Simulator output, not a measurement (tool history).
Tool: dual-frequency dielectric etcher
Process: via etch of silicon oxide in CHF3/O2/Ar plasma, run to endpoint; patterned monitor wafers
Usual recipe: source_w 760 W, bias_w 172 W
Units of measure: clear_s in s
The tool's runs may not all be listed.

run,hour,source_w,bias_w,wafers since the last listed run,hours since the last wet clean,hours since the last source power generator calibration,hours since the last bias power generator calibration,hours since the last upper electrode change,"incoming incoming film thickness, nm",clear_s
1,0.0,760,172,0,371.0,4948.1,3776.0,3529.6,442.9,245.4
2,17.9,760,172,85,388.9,4966.0,3793.9,3547.5,445.0,248.6
3,27.8,760,172,47,398.8,4975.9,3803.8,3557.4,437.4,243.9
4,43.9,860,204,76,414.9,4992.0,3819.9,3573.5,441.2,222.1
5,51.3,860,204,35,422.3,4999.4,3827.3,3580.9,440.9,222.6
6,67.4,760,172,76,438.4,5015.5,3843.4,3597.0,439.3,246.4
7,73.5,760,172,28,444.5,5021.6,3849.5,3603.1,435.7,243.5
8,85.4,760,172,56,456.4,5033.5,3861.4,3615.0,435.7,245.5
# hour 112.0: source power generator calibrated
# hour 124.1: wet clean of the chamber
9,124.6,760,172,109,0.5,12.6,3900.6,3654.2,443.1,235.4
10,125.0,760,153,1,0.9,13.0,3901.0,3654.6,440.7,245.8
11,128.7,760,153,17,4.6,16.7,3904.7,3658.3,445.3,249.6
# hour 158.9: upper electrode replaced
12,159.4,760,153,31,35.3,47.4,3935.4,0.5,442.6,248.5
13,159.8,600,209,1,35.7,47.8,3935.8,0.9,443.6,238.9
14,163.6,920,172,18,39.5,51.6,3939.6,4.7,442.0,222.2
15,180.6,760,172,80,56.5,68.6,3956.6,21.7,444.2,238.5
16,196.4,760,172,75,72.3,84.4,3972.4,37.5,441.7,237.1
17,209.0,830,186,59,84.9,97.0,3985.0,50.1,443.7,226.4
18,215.3,580,172,29,91.2,103.3,3991.3,56.4,443.5,261.2
# hour 235.2: bias power generator calibrated
19,235.7,870,192,77,111.6,123.7,0.5,76.8,440.3,217.9
20,245.2,580,172,45,121.1,133.2,10.0,86.3,435.9,258.3

For run 21, what comes out?
21,257.3,630,137,57,133.2,145.3,22.1,98.4,439.2,?

clear_s: 275.4 s
With the hidden condition absent and the run-to-run variation left alone, this run would have shown clear_s 273.9 s.
